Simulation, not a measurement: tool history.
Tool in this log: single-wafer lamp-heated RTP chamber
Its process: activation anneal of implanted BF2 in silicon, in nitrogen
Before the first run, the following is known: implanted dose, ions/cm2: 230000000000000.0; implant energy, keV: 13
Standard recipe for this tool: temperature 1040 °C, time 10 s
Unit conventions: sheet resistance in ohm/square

run	hour	temperature	time	read-back reference wafer on the same gauge, sheet resistance	sheet resistance
1	0.0	1025	10	434.19	505.02
2	14.2	1025	10	434.21	505.89
3	22.4	1040	5	433.95	507.65
4	31.0	1040	5	434.29	507.28
5	45.7	1040	5	433.87	508.65
6	61.2	1040	10	433.85	502.16
7	73.8	1040	11	434.04	500.79
8	113.9	1040	10	434.06	502.63
# hour 125.6: gauge calibrated
9	130.0	1040	10	433.90	503.85
10	143.6	1040	10	434.01	501.96
# hour 158.1: pyrometer window cleaned and pyrometer calibrated
11	158.6	1040	10	434.03	504.02
12	165.5	1040	10	433.79	503.42
# hour 179.6: reflector plate cleaned
13	180.1	1040	8	433.84	503.77
14	195.6	1040	8	433.81	504.87
15	204.2	1040	8	433.71	505.24
16	215.2	1018	14	433.94	504.04
17	222.8	1040	10	434.01	502.59
18	231.1	1040	10	434.03	500.97
19	238.5	1029	5	433.91	509.81
20	253.6	1053	8	433.76	501.80
21	271.1	1062	8	433.84	502.93
22	284.9	1049	5	433.64	505.85
23	292.9	1025	10	434.15	505.14
24	310.1	1066	16	433.85	491.11
25	317.8	1015	12	434.11	504.25
26	330.2	1040	10	434.08	502.96
27	342.2	1066	4	434.32	507.41
28	352.8	1066	16	434.04	492.04
29	366.6	1060	13	434.06	496.28
# hour 385.3: pyrometer window cleaned and pyrometer calibrated
30	385.8	1040	10	434.12	502.92
31	402.0	1052	10	433.85	499.53
32	410.1	1040	10	433.79	502.87
33	417.4	1017	6	434.23	509.57
34	431.6	1040	7	434.04	505.05
35	443.2	1048	6	433.96	505.87
36	450.5	1012	15	433.86	504.22
37	456.6	1040	10	434.04	502.13
38	471.5	1070	13	434.10	494.66

What if the next run were any one of these 3? Each begins from the tool's condition after run 38:
A	471.9	1040	10	?	?
B	471.9	1022	5	?	?
C	471.9	1011	4	?	?

run	read-back reference wafer on the same gauge, sheet resistance	sheet resistance
A	434.13	502.91
B	434.13	509.66
C	434.13	510.30
What these runs would have given with no unlogged condition in the tool:
run	sheet resistance
A	502.91
B	509.66
C	510.30
